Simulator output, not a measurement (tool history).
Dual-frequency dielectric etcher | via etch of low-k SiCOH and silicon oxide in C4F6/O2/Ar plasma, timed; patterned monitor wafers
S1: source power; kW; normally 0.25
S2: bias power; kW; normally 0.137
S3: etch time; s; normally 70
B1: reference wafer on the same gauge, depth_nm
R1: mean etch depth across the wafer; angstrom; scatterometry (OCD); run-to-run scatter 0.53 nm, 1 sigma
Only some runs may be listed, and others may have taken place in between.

{"run": 1, "day": 0.0, "S1": 0.25, "S2": 0.137, "S3": 78, "B1": 117, "R1": 1577}
{"run": 2, "day": 2.804, "S1": 0.25, "S2": 0.137, "S3": 78, "B1": 117.1, "R1": 1597}
{"run": 3, "day": 7.004, "S1": 0.25, "S2": 0.137, "S3": 70, "B1": 117.1, "R1": 1439}
{"run": 4, "day": 9.675, "S1": 0.25, "S2": 0.137, "S3": 70, "B1": 116.7, "R1": 1447}
{"run": 5, "day": 11.308, "S1": 0.25, "S2": 0.137, "S3": 70, "B1": 117, "R1": 1442}
{"run": 6, "day": 12.775, "S1": 0.25, "S2": 0.137, "S3": 70, "B1": 116.9, "R1": 1405}
{"run": 7, "day": 14.225, "S1": 0.25, "S2": 0.147, "S3": 70, "B1": 117.1, "R1": 1422}
{"run": 8, "day": 16.954, "S1": 0.25, "S2": 0.147, "S3": 70, "B1": 117.1, "R1": 1425}
{"run": 9, "day": 19.621, "S1": 0.25, "S2": 0.147, "S3": 70, "B1": 117.1, "R1": 1438}
{"run": 10, "day": 22.621, "S1": 0.28, "S2": 0.137, "S3": 70, "B1": 117.1, "R1": 1501}
{"run": 11, "day": 25.408, "S1": 0.25, "S2": 0.137, "S3": 70, "B1": 116.8, "R1": 1424}
{"run": 12, "day": 28.146, "S1": 0.25, "S2": 0.137, "S3": 70, "B1": 117.1, "R1": 1441}
{"run": 13, "day": 30.296, "S1": 0.25, "S2": 0.137, "S3": 70, "B1": 116.9, "R1": 1442}
{"run": 14, "day": 33.696, "S1": 0.25, "S2": 0.137, "S3": 70, "B1": 117.2, "R1": 1411}
{"run": 15, "day": 34.492, "S1": 0.2, "S2": 0.15, "S3": 80, "B1": 117, "R1": 1463}
{"run": 16, "day": 36.696, "S1": 0.25, "S2": 0.148, "S3": 87, "B1": 117.1, "R1": 1771}
{"run": 17, "day": 39.092, "S1": 0.25, "S2": 0.147, "S3": 70, "B1": 116.9, "R1": 1434}
{"run": 18, "day": 44.462, "S1": 0.25, "S2": 0.137, "S3": 54, "B1": 117.1, "R1": 1104}
{"run": 19, "day": 50.729, "S1": 0.25, "S2": 0.137, "S3": 70, "B1": 117, "R1": 1389}
{"run": 20, "day": 53.175, "S1": 0.21, "S2": 0.152, "S3": 70, "B1": 117.1, "R1": 1314}
{"run": 21, "day": 55.967, "S1": 0.27, "S2": 0.169, "S3": 54.5, "B1": 117.1, "R1": 1174}
{"run": 22, "day": 58.062, "S1": 0.21, "S2": 0.137, "S3": 83.5, "B1": 116.8, "R1": 1551}
{"run": 23, "day": 59.7, "S1": 0.25, "S2": 0.137, "S3": 70, "B1": 117, "R1": 1416}
{"run": 24, "day": 62.6, "S1": 0.22, "S2": 0.106, "S3": 55, "B1": 117.1, "R1": 1004}
{"run": 25, "day": 64.05, "S1": 0.25, "S2": 0.137, "S3": 56.5, "B1": 117, "R1": 1155}
{"run": 26, "day": 65.583, "S1": 0.25, "S2": 0.137, "S3": 79.5, "B1": 117, "R1": 1630}
{"run": 27, "day": 67.392, "S1": 0.22, "S2": 0.137, "S3": 70, "B1": 117.1, "R1": 1328}

Missing from the log above: 9 entries noted between runs. For each, name the pair of listed runs it sits between and say how the tool's hidden condition differs from the listed run just before to the listed run just after:
Between runs 5 and 6: wet clean of the chamber (day 12.754)
  etch rate over this chamber's usual, %: 2.89 -> -0.157
  the result without the hidden state subtracted from the measured one, R1: +41 -> -2 angstrom
Between runs 7 and 8: gauge calibrated (day 16.8)
  etch rate over this chamber's usual, %: 0.0566 -> 0.459
  the result without the hidden state subtracted from the measured one, R1: +1 -> +6 angstrom
Between runs 9 and 10: source power generator calibrated (day 20.767); upper electrode replaced (day 22.354)
  etch rate over this chamber's usual, %: 0.852 -> 1.29
  the result without the hidden state subtracted from the measured one, R1: +12 -> +20 angstrom
Between runs 13 and 14: wet clean of the chamber (day 33.675)
  etch rate over this chamber's usual, %: 2.43 -> 0.185
  the result without the hidden state subtracted from the measured one, R1: +34 -> +3 angstrom
Between runs 18 and 19: bias power generator calibrated (day 49.671); wet clean of the chamber (day 50.158)
  etch rate over this chamber's usual, %: 1.77 -> -0.448
  the result without the hidden state subtracted from the measured one, R1: +19 -> -6 angstrom
Between runs 20 and 21: gauge calibrated (day 53.55)
  etch rate over this chamber's usual, %: -0.0873 -> 0.324
  the result without the hidden state subtracted from the measured one, R1: -1 -> +4 angstrom
Between runs 26 and 27: wet clean of the chamber (day 66.892)
  etch rate over this chamber's usual, %: 1.74 -> -0.127
  the result without the hidden state subtracted from the measured one, R1: +27 -> -2 angstrom
